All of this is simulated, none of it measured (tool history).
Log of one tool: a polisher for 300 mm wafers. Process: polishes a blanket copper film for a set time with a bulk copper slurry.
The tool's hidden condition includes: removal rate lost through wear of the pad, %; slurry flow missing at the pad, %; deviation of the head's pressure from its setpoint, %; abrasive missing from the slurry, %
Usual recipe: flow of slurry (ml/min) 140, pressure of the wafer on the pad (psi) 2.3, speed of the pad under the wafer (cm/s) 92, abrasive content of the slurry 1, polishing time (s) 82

| run | hour | flow of slurry (ml/min) | pressure of the wafer on the pad (psi) | speed of the pad under the wafer (cm/s) | abrasive content of the slurry | polishing time (s) | wafers since the last listed run | wafers polished on this pad | hours since the slurry nozzle was cleaned | hours since the head pressure was calibrated | hours since the slurry blender was calibrated | incoming thickness of the incoming film, nm | film removed (Å) |
|---|---|---|---|---|---|---|---|---|---|---|---|---|---|
| 1 | 0 | 140 | 2.3 | 92 | 1 | 82 | 0 | 2138 | 38.1 | 769 | 80.2 | 1924.5 | 4596 |
|  | 62.9 | head pressure recalibrated |
| 2 | 63.6 | 140 | 2.3 | 92 | 1 | 82 | 451 | 2590 | 101.7 | 0.7 | 143.8 | 1875.7 | 4907 |
|  | 81.9 | worn pad replaced by a new one |
| 3 | 130.7 | 140 | 2.3 | 92 | 1 | 82 | 463 | 358 | 168.8 | 67.8 | 210.9 | 1887.1 | 4859 |
| 4 | 167.6 | 140 | 2.3 | 92 | 1 | 82 | 270 | 629 | 205.7 | 104.7 | 247.8 | 1872.9 | 4878 |
| 5 | 202.1 | 140 | 2.3 | 92 | 1 | 82 | 253 | 882 | 240.2 | 139.2 | 282.3 | 1873 | 4864 |
| 6 | 269.8 | 140 | 2.3 | 102 | 1 | 82 | 496 | 1378 | 307.9 | 206.9 | 350 | 1874 | 5457 |
|  | 284.7 | slurry blender recalibrated |
| 7 | 341 | 140 | 2.3 | 102 | 1 | 82 | 507 | 1886 | 379.1 | 278.1 | 56.3 | 1881.2 | 5305 |
| 8 | 369.1 | 140 | 2.3 | 92 | 1 | 82 | 206 | 2092 | 407.2 | 306.2 | 84.4 | 1897.1 | 4812 |
| 9 | 402.8 | 140 | 2.3 | 92 | 1 | 82 | 247 | 2340 | 440.9 | 339.9 | 118.1 | 1864.3 | 4829 |
|  | 446.9 | slurry nozzle cleaned |
|  | 553.4 | worn pad replaced by a new one |
| 10 | 583.2 | 140 | 2.3 | 92 | 1 | 82 | 1287 | 218 | 136.3 | 520.3 | 298.5 | 1882.8 | 4678 |
|  | 645.7 | slurry blender recalibrated |
| 11 | 648.5 | 140 | 2.3 | 92 | 1 | 88 | 464 | 683 | 201.6 | 585.6 | 2.8 | 1901.7 | 5122 |
| 12 | 715.9 | 140 | 2.3 | 92 | 1 | 88 | 494 | 1177 | 269 | 653 | 70.2 | 1875.1 | 5151 |
| 13 | 741 | 100 | 2 | 92 | 0.9 | 107 | 184 | 1361 | 294.1 | 678.1 | 95.3 | 1881.5 | 5199 |
|  | 835.5 | slurry nozzle cleaned |
|  | 929.1 | head pressure recalibrated |
| 14 | 939.1 | 165 | 2.9 | 76 | 1 | 82 | 1431 | 2793 | 103.6 | 10 | 293.4 | 1877.7 | 4800 |
|  | 991.7 | worn pad replaced by a new one |
| 15 | 1042.8 | 140 | 2.3 | 114 | 1 | 82 | 731 | 375 | 207.3 | 113.7 | 397.1 | 1900.7 | 6022 |
| 16 | 1068.3 | 140 | 2.3 | 84 | 1 | 82 | 187 | 562 | 232.8 | 139.2 | 422.6 | 1883.9 | 4462 |
|  | 1110.9 | slurry blender recalibrated |
| 17 | 1113.3 | 115 | 2.3 | 92 | 1.1 | 82 | 315 | 877 | 277.8 | 184.2 | 2.4 | 1869.5 | 4723 |
| 18 | 1175 | 140 | 2.3 | 102 | 0.9 | 82 | 452 | 1330 | 339.5 | 245.9 | 64.1 | 1861.7 | 5362 |
| 19 | 1222.5 | 140 | 2.3 | 92 | 1 | 82 | 348 | 1679 | 387 | 293.4 | 111.6 | 1858.9 | 4729 |
| 20 | 1279.3 | 140 | 2.3 | 92 | 1 | 82 | 416 | 2095 | 443.8 | 350.2 | 168.4 | 1872.9 | 4752 |
|  | 1299.5 | slurry nozzle cleaned |
| 21 | 1335.6 | 160 | 2.3 | 92 | 1 | 82 | 405 | 2501 | 36.1 | 406.5 | 224.7 | 1892.2 | 4865 |
|  | 1382.7 | worn pad replaced by a new one |
| 22 | 1385.5 | 140 | 2.3 | 92 | 1 | 82 | 336 | 20 | 86 | 456.4 | 274.6 | 1873.5 | 4689 |
| 23 | 1432 | 140 | 2.3 | 62 | 1 | 95 | 341 | 361 | 132.5 | 502.9 | 321.1 | 1878.4 | 3675 |
| 24 | 1459.9 | 140 | 2.3 | 74 | 1 | 82 | 204 | 566 | 160.4 | 530.8 | 349 | 1868.2 | 3827 |
| 25 | 1519.4 | 170 | 2.1 | 66 | 1 | 104 | 436 | 1003 | 219.9 | 590.3 | 408.5 | 1849.5 | 4264 |
| 26 | 1549.1 | 155 | 2.3 | 92 | 1 | 82 | 217 | 1221 | 249.6 | 620 | 438.2 | 1908.2 | 4785 |
|  | 1571.3 | slurry blender recalibrated |
| 27 | 1583.1 | 105 | 2 | 80 | 1.25 | 82 | 234 | 1455 | 283.6 | 654 | 11.8 | 1873.2 | 3645 |
| 28 | 1624.1 | 100 | 2.8 | 92 | 0.85 | 105 | 300 | 1756 | 324.6 | 695 | 52.8 | 1858.3 | 6044 |
| 29 | 1697.6 | 140 | 2.7 | 92 | 1 | 82 | 539 | 2296 | 398.1 | 768.5 | 126.3 | 1894.6 | 5052 |
| 30 | 1749.8 | 140 | 2.3 | 92 | 1 | 82 | 383 | 2679 | 450.3 | 820.7 | 178.5 | 1879.2 | 4560 |

Entry by entry between the runs, the difference in hidden state between the last listed run before and the first listed run after:
Between runs 1 and 2: head pressure recalibrated (hour 62.9)
  deviation of the head's pressure from its setpoint, %: -10.9 -> 0.645
  measured minus no-state result, film removed (Å): -320 -> +19
Between runs 2 and 3: worn pad replaced by a new one (hour 81.9)
  deviation of the head's pressure from its setpoint, %: 0.645 -> -0.175
  measured minus no-state result, film removed (Å): +19 -> -5
Between runs 6 and 7: slurry blender recalibrated (hour 284.7)
  deviation of the head's pressure from its setpoint, %: -1.88 -> -2.75
  measured minus no-state result, film removed (Å): -62 -> -89
Between runs 9 and 10: slurry nozzle cleaned (hour 446.9); worn pad replaced by a new one (hour 553.4)
  deviation of the head's pressure from its setpoint, %: -3.5 -> -5.71
  measured minus no-state result, film removed (Å): -104 -> -166
Between runs 10 and 11: slurry blender recalibrated (hour 645.7)
  deviation of the head's pressure from its setpoint, %: -5.71 -> -6.5
  measured minus no-state result, film removed (Å): -166 -> -208
Between runs 13 and 14: slurry nozzle cleaned (hour 835.5); head pressure recalibrated (hour 929.1)
  deviation of the head's pressure from its setpoint, %: -7.63 -> -0.537
  measured minus no-state result, film removed (Å): -250 -> -16
Between runs 14 and 15: worn pad replaced by a new one (hour 991.7)
  deviation of the head's pressure from its setpoint, %: -0.537 -> -1.8
  measured minus no-state result, film removed (Å): -16 -> -66
Between runs 16 and 17: slurry blender recalibrated (hour 1110.9)
  deviation of the head's pressure from its setpoint, %: -2.12 -> -2.67
  measured minus no-state result, film removed (Å): -57 -> -77
Between runs 20 and 21: slurry nozzle cleaned (hour 1299.5)
  deviation of the head's pressure from its setpoint, %: -4.7 -> -5.38
  measured minus no-state result, film removed (Å): -137 -> -162
Between runs 21 and 22: worn pad replaced by a new one (hour 1382.7)
  deviation of the head's pressure from its setpoint, %: -5.38 -> -5.99
  measured minus no-state result, film removed (Å): -162 -> -175
Between runs 26 and 27: slurry blender recalibrated (hour 1571.3)
  deviation of the head's pressure from its setpoint, %: -7.99 -> -8.41
  measured minus no-state result, film removed (Å): -241 -> -193
